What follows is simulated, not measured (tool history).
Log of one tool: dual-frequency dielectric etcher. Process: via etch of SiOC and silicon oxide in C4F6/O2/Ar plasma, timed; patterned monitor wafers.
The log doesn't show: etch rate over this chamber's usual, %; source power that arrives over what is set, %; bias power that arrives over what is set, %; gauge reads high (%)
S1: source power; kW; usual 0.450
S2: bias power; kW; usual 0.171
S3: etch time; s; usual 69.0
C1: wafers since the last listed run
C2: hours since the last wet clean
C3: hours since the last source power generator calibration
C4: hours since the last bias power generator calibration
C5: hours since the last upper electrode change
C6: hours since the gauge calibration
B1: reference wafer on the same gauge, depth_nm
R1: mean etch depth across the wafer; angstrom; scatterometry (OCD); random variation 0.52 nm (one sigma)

{"run": 1, "day": 0.0, "S1": 0.52, "S2": 0.201, "S3": 69.0, "C1": 0, "C2": 183.3, "C3": 2158.4, "C4": 4226.1, "C5": 5578.2, "C6": 49.2, "B1": 61.2, "R1": 916}
{"run": 2, "day": 0.633, "S1": 0.45, "S2": 0.171, "S3": 69.0, "C1": 175, "C2": 198.5, "C3": 2173.6, "C4": 4241.3, "C5": 5593.4, "C6": 64.4, "B1": 61.3, "R1": 777}
{"run": 3, "day": 1.012, "S1": 0.45, "S2": 0.171, "S3": 69.0, "C1": 105, "C2": 207.6, "C3": 2182.7, "C4": 4250.4, "C5": 5602.5, "C6": 73.5, "B1": 61.2, "R1": 780}
{"run": 4, "day": 1.342, "S1": 0.45, "S2": 0.171, "S3": 69.0, "C1": 91, "C2": 215.5, "C3": 2190.6, "C4": 4258.3, "C5": 5610.4, "C6": 81.4, "B1": 61.2, "R1": 779}
{"run": 5, "day": 2.067, "S1": 0.45, "S2": 0.171, "S3": 69.0, "C1": 200, "C2": 232.9, "C3": 2208.0, "C4": 4275.7, "C5": 5627.8, "C6": 98.8, "B1": 61.2, "R1": 773}
{"run": 6, "day": 2.512, "S1": 0.45, "S2": 0.171, "S3": 69.0, "C1": 123, "C2": 243.6, "C3": 2218.7, "C4": 4286.4, "C5": 5638.5, "C6": 109.5, "B1": 61.2, "R1": 787}
{"run": 7, "day": 2.846, "S1": 0.45, "S2": 0.171, "S3": 69.0, "C1": 92, "C2": 251.6, "C3": 2226.7, "C4": 4294.4, "C5": 5646.5, "C6": 117.5, "B1": 61.3, "R1": 784}
{"run": 8, "day": 3.312, "S1": 0.52, "S2": 0.171, "S3": 69.0, "C1": 129, "C2": 262.8, "C3": 2237.9, "C4": 4305.6, "C5": 5657.7, "C6": 128.7, "B1": 61.2, "R1": 854}
{"run": 9, "day": 3.767, "S1": 0.45, "S2": 0.171, "S3": 69.0, "C1": 125, "C2": 273.7, "C3": 2248.8, "C4": 4316.5, "C5": 5668.6, "C6": 139.6, "B1": 61.1, "R1": 783}
{"day": 4.292, "done": "source power generator calibrated"}
{"day": 4.871, "done": "upper electrode replaced"}
{"run": 10, "day": 4.892, "S1": 0.55, "S2": 0.209, "S3": 51.5, "C1": 105, "C2": 300.7, "C3": 14.4, "C4": 4343.5, "C5": 0.5, "C6": 166.6, "B1": 61.2, "R1": 728}
{"run": 11, "day": 4.904, "S1": 0.56, "S2": 0.211, "S3": 88.0, "C1": 3, "C2": 301.0, "C3": 14.7, "C4": 4343.8, "C5": 0.8, "C6": 166.9, "B1": 61.2, "R1": 1247}
{"run": 12, "day": 5.504, "S1": 0.45, "S2": 0.171, "S3": 69.0, "C1": 166, "C2": 315.4, "C3": 29.1, "C4": 4358.2, "C5": 15.2, "C6": 181.3, "B1": 61.2, "R1": 784}
{"day": 6.867, "done": "wet clean of the chamber"}
{"run": 13, "day": 6.888, "S1": 0.45, "S2": 0.171, "S3": 63.0, "C1": 106, "C2": 0.5, "C3": 62.3, "C4": 4391.4, "C5": 48.4, "C6": 214.5, "B1": 61.2, "R1": 729}
{"run": 14, "day": 6.904, "S1": 0.55, "S2": 0.171, "S3": 59.0, "C1": 4, "C2": 0.9, "C3": 62.7, "C4": 4391.8, "C5": 48.8, "C6": 214.9, "B1": 61.3, "R1": 783}
{"run": 15, "day": 7.196, "S1": 0.45, "S2": 0.171, "S3": 69.0, "C1": 80, "C2": 7.9, "C3": 69.7, "C4": 4398.8, "C5": 55.8, "C6": 221.9, "B1": 61.3, "R1": 810}
{"run": 16, "day": 7.892, "S1": 0.36, "S2": 0.21, "S3": 59.5, "C1": 192, "C2": 24.6, "C3": 86.4, "C4": 4415.5, "C5": 72.5, "C6": 238.6, "B1": 61.2, "R1": 661}
{"run": 17, "day": 8.229, "S1": 0.35, "S2": 0.171, "S3": 49.5, "C1": 93, "C2": 32.7, "C3": 94.5, "C4": 4423.6, "C5": 80.6, "C6": 246.7, "B1": 61.2, "R1": 492}
{"run": 18, "day": 8.617, "S1": 0.55, "S2": 0.13, "S3": 53.0, "C1": 107, "C2": 42.0, "C3": 103.8, "C4": 4432.9, "C5": 89.9, "C6": 256.0, "B1": 61.2, "R1": 613}
{"run": 19, "day": 9.004, "S1": 0.45, "S2": 0.135, "S3": 55.5, "C1": 107, "C2": 51.3, "C3": 113.1, "C4": 4442.2, "C5": 99.2, "C6": 265.3, "B1": 61.2, "R1": 584}
{"run": 20, "day": 9.304, "S1": 0.42, "S2": 0.197, "S3": 88.0, "C1": 83, "C2": 58.5, "C3": 120.3, "C4": 4449.4, "C5": 106.4, "C6": 272.5, "B1": 61.3, "R1": 1052}
{"run": 21, "day": 9.804, "S1": 0.51, "S2": 0.171, "S3": 60.0, "C1": 138, "C2": 70.5, "C3": 132.3, "C4": 4461.4, "C5": 118.4, "C6": 284.5, "B1": 61.2, "R1": 767}
{"day": 10.088, "done": "bias power generator calibrated"}
{"run": 22, "day": 10.354, "S1": 0.45, "S2": 0.144, "S3": 69.0, "C1": 106, "C2": 83.7, "C3": 145.5, "C4": 6.4, "C5": 131.6, "C6": 297.7, "B1": 61.2, "R1": 746}
{"run": 23, "day": 10.65, "S1": 0.49, "S2": 0.205, "S3": 69.0, "C1": 81, "C2": 90.8, "C3": 152.6, "C4": 13.5, "C5": 138.7, "C6": 304.8, "B1": 61.2, "R1": 932}
{"day": 11.296, "done": "gauge calibrated"}
{"day": 11.971, "done": "wet clean of the chamber, repeated, since the last time left the tool worse"}
{"run": 24, "day": 11.992, "S1": 0.49, "S2": 0.185, "S3": 54.5, "C1": 94, "C2": 0.5, "C3": 184.8, "C4": 45.7, "C5": 170.9, "C6": 16.7, "B1": 61.2, "R1": 656}
{"run": 25, "day": 12.004, "S1": 0.56, "S2": 0.211, "S3": 88.0, "C1": 3, "C2": 0.8, "C3": 185.1, "C4": 46.0, "C5": 171.2, "C6": 17.0, "B1": 61.2, "R1": 1213}
{"run": 26, "day": 12.167, "S1": 0.45, "S2": 0.171, "S3": 69.0, "C1": 45, "C2": 4.7, "C3": 189.0, "C4": 49.9, "C5": 175.1, "C6": 20.9, "B1": 61.2, "R1": 770}
{"run": 27, "day": 12.879, "S1": 0.49, "S2": 0.189, "S3": 69.0, "C1": 197, "C2": 21.8, "C3": 206.1, "C4": 67.0, "C5": 192.2, "C6": 38.0, "B1": 61.2, "R1": 839}
{"run": 28, "day": 13.2, "S1": 0.42, "S2": 0.152, "S3": 76.5, "C1": 88, "C2": 29.5, "C3": 213.8, "C4": 74.7, "C5": 199.9, "C6": 45.7, "B1": 61.2, "R1": 768}
{"run": 29, "day": 15.283, "S1": 0.52, "S2": 0.171, "S3": 57.5, "C1": 577, "C2": 79.5, "C3": 263.8, "C4": 124.7, "C5": 249.9, "C6": 95.7, "B1": 61.1, "R1": 698}
{"run": 30, "day": 16.008, "S1": 0.45, "S2": 0.212, "S3": 51.5, "C1": 200, "C2": 96.9, "C3": 281.2, "C4": 142.1, "C5": 267.3, "C6": 113.1, "B1": 61.1, "R1": 634}
{"run": 31, "day": 16.296, "S1": 0.39, "S2": 0.154, "S3": 69.0, "C1": 79, "C2": 103.8, "C3": 288.1, "C4": 149.0, "C5": 274.2, "C6": 120.0, "B1": 61.1, "R1": 674}

Forecast each of these 3 alternatives for the next run:
{"run": "A", "day": 16.312, "S1": 0.45, "S2": 0.171, "S3": 80.5, "C1": 4, "C2": 104.2, "C3": 288.5, "C4": 149.4, "C5": 274.6, "C6": 120.4, "B1": "?", "R1": "?"}
{"run": "B", "day": 16.312, "S1": 0.37, "S2": 0.2, "S3": 56.5, "C1": 4, "C2": 104.2, "C3": 288.5, "C4": 149.4, "C5": 274.6, "C6": 120.4, "B1": "?", "R1": "?"}
{"run": "C", "day": 16.312, "S1": 0.45, "S2": 0.171, "S3": 50.0, "C1": 4, "C2": 104.2, "C3": 288.5, "C4": 149.4, "C5": 274.6, "C6": 120.4, "B1": "?", "R1": "?"}

run=A B1=61.2 R1=899
run=B B1=61.2 R1=595
run=C B1=61.2 R1=558
Without the tool's hidden state the same runs would have given:
run=A R1=888
run=B R1=588
run=C R1=552
